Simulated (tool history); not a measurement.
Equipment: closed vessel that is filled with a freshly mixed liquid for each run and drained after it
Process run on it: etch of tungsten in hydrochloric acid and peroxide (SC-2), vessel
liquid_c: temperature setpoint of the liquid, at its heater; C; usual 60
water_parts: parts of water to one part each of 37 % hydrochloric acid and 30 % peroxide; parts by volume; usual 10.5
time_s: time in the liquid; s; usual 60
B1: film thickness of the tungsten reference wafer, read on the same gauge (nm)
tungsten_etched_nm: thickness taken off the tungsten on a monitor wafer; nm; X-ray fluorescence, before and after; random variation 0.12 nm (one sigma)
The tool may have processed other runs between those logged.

Run 1, hour 0: usual settings; B1 110. Result: tungsten_etched_nm 12.68 nm.
Run 2, hour 86.9: usual settings; B1 109.99. Result: tungsten_etched_nm 12.51 nm.
Run 3, hour 136.8: usual settings; B1 110. Result: tungsten_etched_nm 12.32 nm.
At hour 193.7: gauge calibrated.
Run 4, hour 197.2: usual settings but liquid_c 64 C; B1 110. Result: tungsten_etched_nm 15.79 nm.
Run 5, hour 283.5: usual settings but liquid_c 64 C; B1 109.99. Result: tungsten_etched_nm 15.73 nm.
Run 6, hour 323.9: usual settings but liquid_c 64 C; B1 110. Result: tungsten_etched_nm 15.91 nm.
At hour 387.1: thermometer replaced.
Run 7, hour 426: usual settings but liquid_c 65.5 C, time_s 95 s; B1 110. Result: tungsten_etched_nm 27.01 nm.
Run 8, hour 477.5: usual settings but liquid_c 62.5 C, water_parts 7.5 parts by volume, time_s 95 s; B1 110. Result: tungsten_etched_nm 28.7 nm.
At hour 500.8: new drum of peroxide connected.
Run 9, hour 571.5: usual settings but water_parts 12 parts by volume; B1 109.99. Result: tungsten_etched_nm 10.97 nm.
Run 10, hour 614: usual settings but liquid_c 69.5 C, time_s 85 s; B1 109.98. Result: tungsten_etched_nm 31.54 nm.
Run 11, hour 654.6: usual settings; B1 109.99. Result: tungsten_etched_nm 12.26 nm.
Run 12, hour 705.9: usual settings but liquid_c 54.5 C, water_parts 15.5 parts by volume; B1 110. Result: tungsten_etched_nm 6.25 nm.
Run 13, hour 784.5: usual settings but liquid_c 67.5 C, water_parts 14.5 parts by volume, time_s 75 s; B1 110.01. Result: tungsten_etched_nm 18.31 nm.
Run 14, hour 829.2: usual settings; B1 110. Result: tungsten_etched_nm 11.94 nm.
Run 15, hour 915: usual settings; B1 110. Result: tungsten_etched_nm 11.89 nm.
Run 16, hour 973.1: usual settings but water_parts 9 parts by volume; B1 110. Result: tungsten_etched_nm 13.95 nm.
Run 17, hour 1015.4: usual settings but liquid_c 63 C, water_parts 6.5 parts by volume, time_s 85 s; B1 110.02. Result: tungsten_etched_nm 30.03 nm.
Run 18, hour 1093.5: usual settings; B1 109.99. Result: tungsten_etched_nm 11.88 nm.
At hour 1163.9: thermometer replaced.
Run 19, hour 1166.9: usual settings but liquid_c 53 C, water_parts 9 parts by volume, time_s 30 s; B1 109.99. Result: tungsten_etched_nm 4.28 nm.
At hour 1201.3: new drum of peroxide connected.
Run 20, hour 1256.1: usual settings but liquid_c 68 C, water_parts 8.5 parts by volume, time_s 45 s; B1 110.01. Result: tungsten_etched_nm 17.69 nm.
Run 21, hour 1336.9: usual settings but liquid_c 69.5 C, water_parts 13 parts by volume, time_s 35 s; B1 110. Result: tungsten_etched_nm 10.38 nm.
Run 22, hour 1412.2: usual settings but liquid_c 65 C, time_s 30 s; B1 110.01. Result: tungsten_etched_nm 8.18 nm.
Run 23, hour 1731.1: usual settings; B1 110.02. Result: tungsten_etched_nm 11.73 nm.
Run 24, hour 1799.1: usual settings but liquid_c 63.5 C, time_s 85 s; B1 109.99. Result: tungsten_etched_nm 20.57 nm.
Run 25, hour 1886.8: usual settings but liquid_c 54.5 C, time_s 45 s; B1 110.01. Result: tungsten_etched_nm 6.27 nm.
At hour 1924.4: thermometer replaced.
Run 26, hour 1940: usual settings but water_parts 15.5 parts by volume, time_s 70 s; B1 110.01. Result: tungsten_etched_nm 9.7 nm.
At hour 2006.4: new drum of peroxide connected.
Run 27, hour 2026.7: usual settings; B1 109.99. Result: tungsten_etched_nm 12.09 nm.
Run 28, hour 2130.6: usual settings; B1 110. Result: tungsten_etched_nm 11.9 nm.
Run 29, hour 2215.2: usual settings but liquid_c 54.5 C, time_s 45 s; B1 110. Result: tungsten_etched_nm 6.22 nm.

Here are 5 independent what-if runs from the current tool condition. What would each one return?
Run A, hour 2215.9: usual settings; B1 ?. Result: tungsten_etched_nm ?.
Run B, hour 2215.9: usual settings but liquid_c 67.5 C, water_parts 13 parts by volume, time_s 35 s; B1 ?. Result: tungsten_etched_nm ?.
Run C, hour 2215.9: usual settings but liquid_c 52 C, water_parts 6.5 parts by volume, time_s 30 s; B1 ?. Result: tungsten_etched_nm ?.
Run D, hour 2215.9: usual settings but liquid_c 65.5 C; B1 ?. Result: tungsten_etched_nm ?.
Run E, hour 2215.9: usual settings but liquid_c 67 C, water_parts 8.5 parts by volume, time_s 80 s; B1 ?. Result: tungsten_etched_nm ?.

run   B1  tungsten_etched_nm
  A  110               11.89
  B  110                9.14
  C  110                5.26
  D  110                16.7
  E  110                29.1
Had the tool no hidden state, the same runs would have come out as:
run  tungsten_etched_nm
  A               12.97
  B                9.99
  C                 5.7
  D               18.21
  E               31.65
